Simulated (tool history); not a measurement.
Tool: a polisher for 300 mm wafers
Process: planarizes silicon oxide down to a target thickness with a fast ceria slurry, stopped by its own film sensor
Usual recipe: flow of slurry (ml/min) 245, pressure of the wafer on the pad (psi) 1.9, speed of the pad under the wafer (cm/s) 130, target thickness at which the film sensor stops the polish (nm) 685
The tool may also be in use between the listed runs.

run,day,flow of slurry (ml/min),pressure of the wafer on the pad (psi),speed of the pad under the wafer (cm/s),target thickness at which the film sensor stops the polish (nm),"incoming thickness of the incoming film, nm",time until the film sensor stopped the polish (s)
1,0,245,1.9,130,685,1634.4,63.8
2,0.55,245,1.9,130,523,1652.6,75.8
# day 1.046: worn pad replaced by a new one
3,1.067,245,1.9,130,685,1640,64.8
4,1.504,245,1.9,130,685,1650.7,66
5,1.775,245,1.9,130,685,1658.5,65.6
6,2.433,245,1.9,130,685,1661,66.9
7,2.975,245,1.9,130,685,1621.4,63.5
8,3.271,245,1.9,130,685,1649.9,65.4
# day 3.479: slurry nozzle cleaned
9,4.825,245,1.9,130,685,1668.3,60.6
10,5.258,245,1.9,130,685,1643.7,59.5
11,5.696,245,1.9,130,998,1662.8,41.6
# day 6.254: worn pad replaced by a new one, of another model than before
12,6.275,245,1.9,130,685,1670.2,62.7
13,6.567,245,1.9,130,685,1663.8,61.6
14,7.021,295,1.9,130,685,1656.6,59.5
15,7.412,245,1.9,130,858,1672.2,51.5
# day 7.8: head pressure recalibrated
16,8.796,245,2.4,86,685,1646.9,69.9
17,9.142,310,1.6,114,685,1676.3,73.3
18,9.817,275,2.3,164,818,1649.7,38.3
19,10.142,215,2.1,170,685,1659,47.9
20,10.617,205,2.2,130,685,1653.4,58.5

Branching from run 20: 5 alternative next runs. What would each branch give?
A,10.633,245,1.9,130,884,1636.4,?
B,10.633,245,1.9,94,685,1636.4,?
C,10.633,295,1.3,150,685,1636.4,?
D,10.633,275,2.3,146,862,1636.4,?
E,10.633,180,1.9,158,685,1636.4,?

run,time until the film sensor stopped the polish (s)
A,47.1
B,75.7
C,62.5
D,39.5
E,52.9
With the hidden condition removed and each run's random variation left untouched, the same runs would have given:
run,time until the film sensor stopped the polish (s)
A,46.4
B,74.6
C,61.6
D,39
E,51.9
